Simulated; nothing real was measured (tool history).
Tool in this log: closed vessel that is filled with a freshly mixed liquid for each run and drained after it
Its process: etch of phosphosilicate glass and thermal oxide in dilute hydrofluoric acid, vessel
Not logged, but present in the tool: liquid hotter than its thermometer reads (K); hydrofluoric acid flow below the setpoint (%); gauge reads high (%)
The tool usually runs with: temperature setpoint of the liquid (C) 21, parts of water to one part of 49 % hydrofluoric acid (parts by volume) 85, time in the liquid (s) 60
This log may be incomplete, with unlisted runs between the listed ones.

run,day,temperature setpoint of the liquid (C),parts of water to one part of 49 % hydrofluoric acid (parts by volume),time in the liquid (s),wafers since the last listed run,hours since the thermometer was replaced,hours since the hydrofluoric acid flow meter was replaced,hours since the gauge calibration,"read-back film thickness of the phosphosilicate glass reference wafer, read on the same gauge (nm)","read-back film thickness of the thermal oxide reference wafer, read on the same gauge (nm)",thickness taken off the phosphosilicate glass on a monitor wafer (nm),thickness taken off the thermal oxide on a monitor wafer (nm)
1,0,21,85,60,0,2310.4,2066.7,191,49.98,129.995,126.42,3.433
2,0.625,21,85,60,1516,2325.4,2081.7,206,49.99,130.02,126.96,3.352
3,1.288,21,85,60,1607,2341.3,2097.6,221.9,50.03,130.013,127.59,3.362
4,1.858,21,85,60,1385,2355,2111.3,235.6,50,129.95,128.06,3.397
5,2.242,21,85,60,930,2364.2,2120.5,244.8,50,129.995,127.56,3.373
6,2.629,21,100,30,940,2373.5,2129.8,254.1,50,129.995,53.02,1.405
7,3.25,21,100,30,1506,2388.4,2144.7,269,50.01,129.955,53.01,1.387
# day 3.575: hydrofluoric acid flow meter replaced
8,3.738,21,95,95,1081,2400.1,3.9,280.7,50.05,130.012,194.38,5.082
9,4.188,21,85,50,1091,2410.9,14.7,291.5,49.99,129.999,116.02,3.077
10,4.75,21,85,75,1364,2424.4,28.2,305,50.03,129.983,173.48,4.567
11,5.792,21,85,60,2527,2449.4,53.2,330,49.96,130.002,139.82,3.734
# day 5.992: gauge calibrated
12,6.138,21,120,30,839,2457.7,61.5,3.5,49.98,130.006,47.08,1.239
13,6.775,21,85,60,1546,2473,76.8,18.8,50.01,129.961,138.12,3.693
14,7.421,21,85,60,1567,2488.5,92.3,34.3,49.97,130.012,139.07,3.647
15,7.983,23,105,85,1364,2502,105.8,47.8,49.96,129.997,168.6,4.436
# day 8.388: thermometer replaced
16,8.504,21,65,95,1162,2.8,118.3,60.3,50.02,130.009,266.88,6.895
17,9.025,21,85,60,1263,15.3,130.8,72.8,50.03,130.017,125.61,3.25
18,9.571,24.5,75,60,1324,28.4,143.9,85.9,49.99,130.009,166.16,4.347
19,9.954,21,85,45,930,37.6,153.1,95.1,49.99,130.016,94.4,2.481
20,10.533,19.5,85,30,1405,51.5,167,109,49.95,129.988,58.97,1.551
21,11.167,19,85,75,1536,66.7,182.2,124.2,50.01,130.035,144.06,3.759
22,12.054,24,105,60,2153,88,203.5,145.5,49.96,129.988,111.32,2.967
23,12.638,21,95,60,1415,102,217.5,159.5,50.01,130.019,110.78,2.921
24,13.171,21,55,60,1294,114.8,230.3,172.3,49.96,129.97,201.15,5.297

Each row is a separate what-if for the run after 24, all from the same tool condition, not one after another. Results?
A,13.2,17,85,60,70,115.5,231,173,?,?,?,?
B,13.2,23,50,50,70,115.5,231,173,?,?,?,?
C,13.2,21,60,60,70,115.5,231,173,?,?,?,?
D,13.2,18,110,45,70,115.5,231,173,?,?,?,?
E,13.2,18.5,85,80,70,115.5,231,173,?,?,?,?

run,"read-back film thickness of the phosphosilicate glass reference wafer, read on the same gauge (nm)","read-back film thickness of the thermal oxide reference wafer, read on the same gauge (nm)",thickness taken off the phosphosilicate glass on a monitor wafer (nm),thickness taken off the thermal oxide on a monitor wafer (nm)
A,49.99,130.039,106.09,2.779
B,49.99,130.039,201.5,5.278
C,49.99,130.039,183.07,4.795
D,49.99,130.039,62.42,1.635
E,49.99,130.039,150.69,3.947
Without the tool's hidden state the same runs would have given:
run,thickness taken off the phosphosilicate glass on a monitor wafer (nm),thickness taken off the thermal oxide on a monitor wafer (nm)
A,106.72,2.795
B,202.66,5.308
C,184.13,4.823
D,62.82,1.645
E,151.61,3.971
